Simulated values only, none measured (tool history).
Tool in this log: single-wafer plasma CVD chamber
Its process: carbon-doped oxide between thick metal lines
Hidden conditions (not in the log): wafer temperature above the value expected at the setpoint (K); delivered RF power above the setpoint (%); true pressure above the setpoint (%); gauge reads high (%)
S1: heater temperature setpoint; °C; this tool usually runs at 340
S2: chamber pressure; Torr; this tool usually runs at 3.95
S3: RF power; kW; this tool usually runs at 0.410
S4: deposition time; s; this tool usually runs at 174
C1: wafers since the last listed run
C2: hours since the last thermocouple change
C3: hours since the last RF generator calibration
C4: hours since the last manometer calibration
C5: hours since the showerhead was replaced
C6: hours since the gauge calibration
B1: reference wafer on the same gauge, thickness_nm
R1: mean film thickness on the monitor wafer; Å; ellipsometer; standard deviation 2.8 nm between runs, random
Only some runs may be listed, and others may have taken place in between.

run,hour,S1,S2,S3,S4,C1,C2,C3,C4,C5,C6,B1,R1
1,0.0,340,3.95,0.410,162,0,2073.5,1696.2,1124.0,4508.3,9.8,903.006,7008.51
2,51.0,340,3.95,0.410,162,410,2124.5,1747.2,1175.0,4559.3,60.8,902.884,7024.98
# hour 65.5: RF generator calibrated
3,66.0,340,3.95,0.410,162,56,2139.5,0.5,1190.0,4574.3,75.8,903.249,7025.66
4,71.7,340,3.95,0.380,174,45,2145.2,6.2,1195.7,4580.0,81.5,901.437,7191.88
5,83.2,340,3.95,0.380,174,92,2156.7,17.7,1207.2,4591.5,93.0,903.804,7113.35
6,94.7,340,3.95,0.380,174,92,2168.2,29.2,1218.7,4603.0,104.5,903.540,7144.96
# hour 102.8: showerhead replaced
7,103.3,340,3.95,0.410,167,4,2176.8,37.8,1227.3,0.5,113.1,903.348,7255.30
# hour 110.9: gauge calibrated
8,111.7,354,4.34,0.375,204,67,2185.2,46.2,1235.7,8.9,0.8,902.264,8020.86
9,121.2,354,3.95,0.410,158,76,2194.7,55.7,1245.2,18.4,10.3,903.885,6551.47
# hour 130.4: thermocouple changed; heater temperature recalibrated
10,130.9,340,3.95,0.410,174,13,0.5,65.4,1254.9,28.1,20.0,903.374,7531.40
11,142.3,333,3.95,0.380,174,91,11.9,76.8,1266.3,39.5,31.4,901.802,7305.03
# hour 152.9: capacitance manometer re-zeroed and calibrated
12,155.7,354,3.95,0.410,174,43,25.3,90.2,2.8,52.9,44.8,902.226,7239.45
13,171.3,340,4.88,0.410,174,125,40.9,105.8,18.4,68.5,60.4,902.727,7758.75

For run 14, what comes out?
14,200.4,345,3.95,0.410,174,234,70.0,134.9,47.5,97.6,89.5,?,?

B1: 902.961
R1: 7482.95 Å
Take away the tool's hidden state, keep the run-to-run variation as it was, and the same run would have given R1 7482.95 Å.
